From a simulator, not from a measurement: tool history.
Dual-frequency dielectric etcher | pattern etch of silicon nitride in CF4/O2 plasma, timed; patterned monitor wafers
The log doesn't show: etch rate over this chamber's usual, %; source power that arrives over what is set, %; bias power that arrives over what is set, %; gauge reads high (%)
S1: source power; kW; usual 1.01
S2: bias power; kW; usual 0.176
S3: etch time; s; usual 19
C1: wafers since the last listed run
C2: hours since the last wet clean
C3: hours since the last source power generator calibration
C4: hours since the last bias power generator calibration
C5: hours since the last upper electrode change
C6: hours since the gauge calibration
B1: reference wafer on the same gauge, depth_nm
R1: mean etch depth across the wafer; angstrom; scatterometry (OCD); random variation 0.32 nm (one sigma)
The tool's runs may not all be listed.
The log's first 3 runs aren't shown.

run     day    S1     S2    S3    C1     C2      C3      C4      C5      C6    B1   R1
      4.392  -- wet clean of the chamber
  4   4.412  1.01  0.176    21   434    0.5  3960.6  1862.4  3241.1    1392  66.7  831
  5   6.125  1.01  0.176  17.5   875   41.6  4001.7  1903.5  3282.2  1433.1  66.6  695
  6   7.446  1.01  0.176  17.5   674   73.3  4033.4  1935.2  3313.9  1464.8  66.7  695
  7   8.879  1.13  0.176    21   732  107.7  4067.8  1969.6  3348.3  1499.2  66.7  931
  8  10.088  1.01  0.176    19   617  136.7  4096.8  1998.6  3377.3  1528.2  66.5  748
     11.892  -- upper electrode replaced
  9  12.042  1.01  0.176    19   487  183.6  4143.7  2045.5     3.6  1575.1  66.6  756
     13.058  -- gauge calibrated
     13.379  -- source power generator calibrated
 10  14.033  1.01  0.191  22.5   932  231.4    15.7  2093.3    51.4    23.4  66.6  875
 11    16.5  1.01  0.176    17  1260  290.6    74.9  2152.5   110.6    82.6  66.6  641
     19.038  -- wet clean of the chamber
 12  19.233  0.78    0.2    19   885    4.7   140.5  2218.1   176.2   148.2  66.6  568
 13  21.192  1.01  0.133  13.5  1000   51.7   187.5  2265.1   223.2   195.2  66.6  465
 14  23.679  1.01  0.176    19  1270  111.4   247.2  2324.8   282.9   254.9  66.6  726
 15  24.712  1.01  0.176    19   527  136.2     272  2349.6   307.7   279.7  66.6  725

The next listed run, before its measurement:
 16  27.642  0.9  0.146  19  1496  206.5  342.3  2419.9  378  350   ?   ?

{"run 16": {"B1": 66.5, "R1": 597}}
Without the tool's hidden state the same run would have given R1 588 angstrom.

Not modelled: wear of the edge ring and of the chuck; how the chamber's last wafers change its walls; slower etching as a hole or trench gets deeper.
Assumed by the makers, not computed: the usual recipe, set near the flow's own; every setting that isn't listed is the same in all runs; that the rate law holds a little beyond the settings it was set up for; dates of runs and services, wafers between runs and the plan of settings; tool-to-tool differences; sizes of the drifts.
